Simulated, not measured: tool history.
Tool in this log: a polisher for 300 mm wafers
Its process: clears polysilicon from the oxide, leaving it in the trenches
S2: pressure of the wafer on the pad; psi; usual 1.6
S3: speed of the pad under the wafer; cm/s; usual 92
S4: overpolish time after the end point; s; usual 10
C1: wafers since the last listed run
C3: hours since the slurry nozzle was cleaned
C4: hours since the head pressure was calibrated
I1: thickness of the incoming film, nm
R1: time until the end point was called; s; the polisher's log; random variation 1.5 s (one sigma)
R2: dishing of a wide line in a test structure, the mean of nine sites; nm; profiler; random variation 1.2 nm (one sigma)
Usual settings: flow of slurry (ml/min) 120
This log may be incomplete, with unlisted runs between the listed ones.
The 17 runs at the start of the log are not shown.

{"run": 18, "day": 37.033, "flow of slurry (ml/min)": 120, "S2": 1.4, "S3": 78, "S4": 10, "C1": 631, "wafers polished on this pad": 3189, "C3": 557.5, "C4": 844.8, "I1": 680.3, "R1": 153.0, "R2": 37.5}
{"day": 39.246, "done": "slurry nozzle cleaned"}
{"run": 19, "day": 39.279, "flow of slurry (ml/min)": 120, "S2": 1.1, "S3": 114, "S4": 14, "C1": 474, "wafers polished on this pad": 3664, "C3": 0.8, "C4": 898.7, "I1": 681.5, "R1": 119.9, "R2": 56.0}
{"run": 20, "day": 40.592, "flow of slurry (ml/min)": 120, "S2": 1.6, "S3": 92, "S4": 10, "C1": 282, "wafers polished on this pad": 3946, "C3": 32.3, "C4": 930.2, "I1": 685.3, "R1": 109.3, "R2": 48.1}
{"run": 21, "day": 41.829, "flow of slurry (ml/min)": 120, "S2": 1.9, "S3": 82, "S4": 10, "C1": 266, "wafers polished on this pad": 4212, "C3": 62.0, "C4": 959.9, "I1": 675.7, "R1": 105.5, "R2": 51.9}
{"day": 44.321, "done": "worn pad replaced by a new one"}
{"run": 22, "day": 44.762, "flow of slurry (ml/min)": 150, "S2": 2.1, "S3": 92, "S4": 10, "C1": 595, "wafers polished on this pad": 95, "C3": 132.4, "C4": 1030.3, "I1": 685.4, "R1": 82.5, "R2": 58.5}
{"day": 45.321, "done": "head pressure recalibrated"}
{"run": 23, "day": 47.454, "flow of slurry (ml/min)": 100, "S2": 1.6, "S3": 80, "S4": 8, "C1": 561, "wafers polished on this pad": 656, "C3": 197.0, "C4": 51.2, "I1": 681.9, "R1": 133.0, "R2": 35.7}
{"run": 24, "day": 49.925, "flow of slurry (ml/min)": 80, "S2": 2.2, "S3": 92, "S4": 8, "C1": 531, "wafers polished on this pad": 1188, "C3": 256.3, "C4": 110.5, "I1": 673.8, "R1": 89.8, "R2": 48.0}
{"run": 25, "day": 52.85, "flow of slurry (ml/min)": 120, "S2": 1.6, "S3": 92, "S4": 10, "C1": 629, "wafers polished on this pad": 1817, "C3": 326.5, "C4": 180.7, "I1": 685.2, "R1": 115.8, "R2": 45.8}
{"run": 26, "day": 55.638, "flow of slurry (ml/min)": 120, "S2": 1.6, "S3": 92, "S4": 15, "C1": 599, "wafers polished on this pad": 2417, "C3": 393.4, "C4": 247.6, "I1": 686.5, "R1": 114.4, "R2": 59.7}
{"run": 27, "day": 57.742, "flow of slurry (ml/min)": 120, "S2": 1.6, "S3": 92, "S4": 10, "C1": 452, "wafers polished on this pad": 2870, "C3": 443.9, "C4": 298.1, "I1": 669.7, "R1": 112.9, "R2": 45.8}
{"run": 28, "day": 60.304, "flow of slurry (ml/min)": 140, "S2": 1.6, "S3": 92, "S4": 10, "C1": 551, "wafers polished on this pad": 3421, "C3": 505.4, "C4": 359.6, "I1": 673.7, "R1": 110.6, "R2": 46.6}
{"day": 61.871, "done": "slurry nozzle cleaned"}
{"run": 29, "day": 62.808, "flow of slurry (ml/min)": 85, "S2": 1.6, "S3": 102, "S4": 7, "C1": 529, "wafers polished on this pad": 3951, "C3": 22.5, "C4": 419.7, "I1": 675.8, "R1": 105.0, "R2": 39.6}
{"day": 63.871, "done": "worn pad replaced by a new one"}
{"run": 30, "day": 71.121, "flow of slurry (ml/min)": 90, "S2": 1.8, "S3": 92, "S4": 15, "C1": 1752, "wafers polished on this pad": 1559, "C3": 222.0, "C4": 619.2, "I1": 675.8, "R1": 105.8, "R2": 61.7}
{"run": 31, "day": 73.362, "flow of slurry (ml/min)": 120, "S2": 1.6, "S3": 92, "S4": 10, "C1": 482, "wafers polished on this pad": 2042, "C3": 275.8, "C4": 673.0, "I1": 688.2, "R1": 114.1, "R2": 48.1}
{"run": 32, "day": 75.054, "flow of slurry (ml/min)": 120, "S2": 1.6, "S3": 92, "S4": 10, "C1": 364, "wafers polished on this pad": 2406, "C3": 316.4, "C4": 713.6, "I1": 670.9, "R1": 111.1, "R2": 47.3}
{"run": 33, "day": 77.9, "flow of slurry (ml/min)": 120, "S2": 1.6, "S3": 92, "S4": 15, "C1": 612, "wafers polished on this pad": 3018, "C3": 384.7, "C4": 781.9, "I1": 686.3, "R1": 115.5, "R2": 59.4}
{"run": 34, "day": 79.742, "flow of slurry (ml/min)": 145, "S2": 1.6, "S3": 92, "S4": 10, "C1": 396, "wafers polished on this pad": 3414, "C3": 428.9, "C4": 826.1, "I1": 684.7, "R1": 108.4, "R2": 48.1}
{"run": 35, "day": 82.425, "flow of slurry (ml/min)": 120, "S2": 1.6, "S3": 76, "S4": 10, "C1": 577, "wafers polished on this pad": 3992, "C3": 493.3, "C4": 890.5, "I1": 678.8, "R1": 143.1, "R2": 40.0}

3 options for the next run, each taken on its own from the tool as it stands now. Forecast them:
{"run": "A", "day": 82.442, "flow of slurry (ml/min)": 120, "S2": 1.9, "S3": 92, "S4": 10, "C1": 3, "wafers polished on this pad": 3995, "C3": 493.7, "C4": 890.9, "I1": 685.3, "R1": "?", "R2": "?"}
{"run": "B", "day": 82.442, "flow of slurry (ml/min)": 120, "S2": 1.6, "S3": 78, "S4": 10, "C1": 3, "wafers polished on this pad": 3995, "C3": 493.7, "C4": 890.9, "I1": 685.3, "R1": "?", "R2": "?"}
{"run": "C", "day": 82.442, "flow of slurry (ml/min)": 95, "S2": 1.8, "S3": 122, "S4": 14, "C1": 3, "wafers polished on this pad": 3995, "C3": 493.7, "C4": 890.9, "I1": 685.3, "R1": "?", "R2": "?"}

run=A R1=100.1 R2=52.3
run=B R1=137.6 R2=41.9
run=C R1=83.8 R2=69.8
Without the tool's hidden state the same runs would have given:
run=A R1=93.5 R2=54.6
run=B R1=128.6 R2=44.0
run=C R1=77.4 R2=72.4
